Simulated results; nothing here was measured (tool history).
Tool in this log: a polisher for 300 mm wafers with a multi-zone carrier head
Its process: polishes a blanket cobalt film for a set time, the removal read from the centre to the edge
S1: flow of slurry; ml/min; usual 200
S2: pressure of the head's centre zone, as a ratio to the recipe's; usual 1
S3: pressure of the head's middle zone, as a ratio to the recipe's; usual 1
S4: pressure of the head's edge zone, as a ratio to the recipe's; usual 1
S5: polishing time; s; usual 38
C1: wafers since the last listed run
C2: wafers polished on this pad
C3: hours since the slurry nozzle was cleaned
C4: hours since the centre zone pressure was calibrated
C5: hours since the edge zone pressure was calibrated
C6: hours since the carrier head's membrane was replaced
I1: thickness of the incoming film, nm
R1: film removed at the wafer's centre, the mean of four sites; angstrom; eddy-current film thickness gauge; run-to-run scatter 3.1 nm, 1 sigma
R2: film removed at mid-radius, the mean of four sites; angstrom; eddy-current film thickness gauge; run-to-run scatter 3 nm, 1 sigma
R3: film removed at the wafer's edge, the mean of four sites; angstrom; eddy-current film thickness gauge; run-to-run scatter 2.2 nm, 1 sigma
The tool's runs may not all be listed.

{"run": 1, "hour": 0.0, "S1": 200, "S2": 1, "S3": 1.1, "S4": 1, "S5": 38, "C1": 0, "C2": 1857, "C3": 60, "C4": 1040.6, "C5": 171.3, "C6": 116.2, "I1": 1171.3, "R1": 2091, "R2": 2220, "R3": 2071}
{"run": 2, "hour": 35.0, "S1": 180, "S2": 1, "S3": 1, "S4": 1, "S5": 27, "C1": 561, "C2": 2418, "C3": 95, "C4": 1075.6, "C5": 206.3, "C6": 151.2, "I1": 1173.8, "R1": 1459, "R2": 1484, "R3": 1414}
{"run": 3, "hour": 65.4, "S1": 200, "S2": 1.07, "S3": 1.1, "S4": 0.9, "S5": 48, "C1": 487, "C2": 2906, "C3": 125.4, "C4": 1106, "C5": 236.7, "C6": 181.6, "I1": 1176.3, "R1": 2755, "R2": 2754, "R3": 2459}
{"run": 4, "hour": 99.0, "S1": 200, "S2": 1, "S3": 1.1, "S4": 1, "S5": 38, "C1": 538, "C2": 3445, "C3": 159, "C4": 1139.6, "C5": 270.3, "C6": 215.2, "I1": 1166.8, "R1": 2119, "R2": 2274, "R3": 2015}
{"run": 5, "hour": 115.6, "S1": 200, "S2": 1, "S3": 1, "S4": 1, "S5": 38, "C1": 266, "C2": 3711, "C3": 175.6, "C4": 1156.2, "C5": 286.9, "C6": 231.8, "I1": 1170.7, "R1": 2002, "R2": 2047, "R3": 2046}
{"hour": 130.9, "done": "worn pad replaced by a new one"}
{"run": 6, "hour": 140.8, "S1": 155, "S2": 1, "S3": 1, "S4": 1, "S5": 33, "C1": 339, "C2": 159, "C3": 200.8, "C4": 1181.4, "C5": 312.1, "C6": 257, "I1": 1161.5, "R1": 1720, "R2": 1758, "R3": 1691}
{"run": 7, "hour": 154.6, "S1": 200, "S2": 1, "S3": 1, "S4": 1, "S5": 38, "C1": 221, "C2": 380, "C3": 214.6, "C4": 1195.2, "C5": 325.9, "C6": 270.8, "I1": 1165.1, "R1": 2075, "R2": 2060, "R3": 2019}
{"run": 8, "hour": 179.4, "S1": 200, "S2": 0.97, "S3": 1, "S4": 1, "S5": 38, "C1": 397, "C2": 778, "C3": 239.4, "C4": 1220, "C5": 350.7, "C6": 295.6, "I1": 1156.6, "R1": 1967, "R2": 2051, "R3": 1986}
{"hour": 181.8, "done": "centre zone pressure recalibrated"}
{"run": 9, "hour": 198.0, "S1": 200, "S2": 0.94, "S3": 1, "S4": 1, "S5": 30, "C1": 266, "C2": 1044, "C3": 258, "C4": 16.2, "C5": 369.3, "C6": 314.2, "I1": 1190.7, "R1": 1536, "R2": 1633, "R3": 1634}
{"run": 10, "hour": 233.1, "S1": 220, "S2": 0.9, "S3": 1, "S4": 0.93, "S5": 38, "C1": 562, "C2": 1607, "C3": 293.1, "C4": 51.3, "C5": 404.4, "C6": 349.3, "I1": 1184.1, "R1": 1902, "R2": 2140, "R3": 1959}
{"run": 11, "hour": 254.0, "S1": 265, "S2": 1, "S3": 1, "S4": 0.96, "S5": 38, "C1": 335, "C2": 1942, "C3": 314, "C4": 72.2, "C5": 425.3, "C6": 370.2, "I1": 1170.4, "R1": 2079, "R2": 2220, "R3": 2012}
{"hour": 263.7, "done": "slurry nozzle cleaned"}
{"run": 12, "hour": 268.4, "S1": 200, "S2": 1, "S3": 1.11, "S4": 1, "S5": 38, "C1": 214, "C2": 2157, "C3": 4.7, "C4": 86.6, "C5": 439.7, "C6": 384.6, "I1": 1171.3, "R1": 2119, "R2": 2338, "R3": 2093}
{"run": 13, "hour": 281.7, "S1": 200, "S2": 1, "S3": 1, "S4": 1.09, "S5": 48, "C1": 213, "C2": 2370, "C3": 18, "C4": 99.9, "C5": 453, "C6": 397.9, "I1": 1192.7, "R1": 2724, "R2": 2717, "R3": 2747}
{"run": 14, "hour": 316.2, "S1": 200, "S2": 1, "S3": 1, "S4": 1, "S5": 47, "C1": 553, "C2": 2923, "C3": 52.5, "C4": 134.4, "C5": 487.5, "C6": 432.4, "I1": 1160.2, "R1": 2577, "R2": 2613, "R3": 2596}
{"hour": 343.4, "done": "worn pad replaced by a new one"}
{"run": 15, "hour": 343.9, "S1": 150, "S2": 0.96, "S3": 0.94, "S4": 1, "S5": 46, "C1": 379, "C2": 7, "C3": 80.2, "C4": 162.1, "C5": 515.2, "C6": 460.1, "I1": 1172.3, "R1": 2248, "R2": 2289, "R3": 2417}
{"run": 16, "hour": 361.7, "S1": 200, "S2": 1, "S3": 1, "S4": 1, "S5": 38, "C1": 285, "C2": 292, "C3": 98, "C4": 179.9, "C5": 533, "C6": 477.9, "I1": 1161.2, "R1": 2029, "R2": 2160, "R3": 2020}
{"run": 17, "hour": 382.6, "S1": 160, "S2": 1.03, "S3": 1, "S4": 1, "S5": 38, "C1": 335, "C2": 628, "C3": 118.9, "C4": 200.8, "C5": 553.9, "C6": 498.8, "I1": 1170.5, "R1": 2037, "R2": 1993, "R3": 1996}
{"run": 18, "hour": 400.8, "S1": 200, "S2": 1, "S3": 1, "S4": 0.89, "S5": 38, "C1": 291, "C2": 919, "C3": 137.1, "C4": 219, "C5": 572.1, "C6": 517, "I1": 1179.8, "R1": 2060, "R2": 2076, "R3": 1946}
{"run": 19, "hour": 424.1, "S1": 200, "S2": 0.89, "S3": 0.89, "S4": 1, "S5": 38, "C1": 373, "C2": 1293, "C3": 160.4, "C4": 242.3, "C5": 595.4, "C6": 540.3, "I1": 1157.7, "R1": 1882, "R2": 1959, "R3": 2046}
{"run": 20, "hour": 436.5, "S1": 160, "S2": 1, "S3": 1.09, "S4": 1, "S5": 26, "C1": 198, "C2": 1492, "C3": 172.8, "C4": 254.7, "C5": 607.8, "C6": 552.7, "I1": 1178.6, "R1": 1313, "R2": 1461, "R3": 1372}
{"run": 21, "hour": 470.8, "S1": 200, "S2": 1, "S3": 1, "S4": 1, "S5": 38, "C1": 549, "C2": 2042, "C3": 207.1, "C4": 289, "C5": 642.1, "C6": 587, "I1": 1167.3, "R1": 2059, "R2": 2039, "R3": 2074}
{"run": 22, "hour": 493.6, "S1": 200, "S2": 1.09, "S3": 1, "S4": 1, "S5": 33, "C1": 365, "C2": 2407, "C3": 229.9, "C4": 311.8, "C5": 664.9, "C6": 609.8, "I1": 1168.1, "R1": 1893, "R2": 1781, "R3": 1800}
{"run": 23, "hour": 516.5, "S1": 200, "S2": 1, "S3": 1.08, "S4": 1.06, "S5": 38, "C1": 367, "C2": 2774, "C3": 252.8, "C4": 334.7, "C5": 687.8, "C6": 632.7, "I1": 1166.4, "R1": 2088, "R2": 2192, "R3": 2105}

Predict each of these 3 candidate next runs independently; none follows another, all start after run 23:
{"run": "A", "hour": 516.9, "S1": 175, "S2": 1, "S3": 1, "S4": 1, "S5": 38, "C1": 6, "C2": 2781, "C3": 253.2, "C4": 335.1, "C5": 688.2, "C6": 633.1, "I1": 1167.8, "R1": "?", "R2": "?", "R3": "?"}
{"run": "B", "hour": 516.9, "S1": 270, "S2": 1, "S3": 1, "S4": 1, "S5": 26, "C1": 6, "C2": 2781, "C3": 253.2, "C4": 335.1, "C5": 688.2, "C6": 633.1, "I1": 1167.8, "R1": "?", "R2": "?", "R3": "?"}
{"run": "C", "hour": 516.9, "S1": 145, "S2": 1.08, "S3": 1, "S4": 1, "S5": 38, "C1": 6, "C2": 2781, "C3": 253.2, "C4": 335.1, "C5": 688.2, "C6": 633.1, "I1": 1167.8, "R1": "?", "R2": "?", "R3": "?"}

run=A R1=1985 R2=2071 R3=1996
run=B R1=1473 R2=1524 R3=1441
run=C R1=2001 R2=1982 R3=1936
Without the tool's unlogged condition, the same runs would have read:
run=A R1=2070 R2=2150 R3=2051
run=B R1=1514 R2=1562 R3=1467
run=C R1=2106 R2=2074 R3=1999

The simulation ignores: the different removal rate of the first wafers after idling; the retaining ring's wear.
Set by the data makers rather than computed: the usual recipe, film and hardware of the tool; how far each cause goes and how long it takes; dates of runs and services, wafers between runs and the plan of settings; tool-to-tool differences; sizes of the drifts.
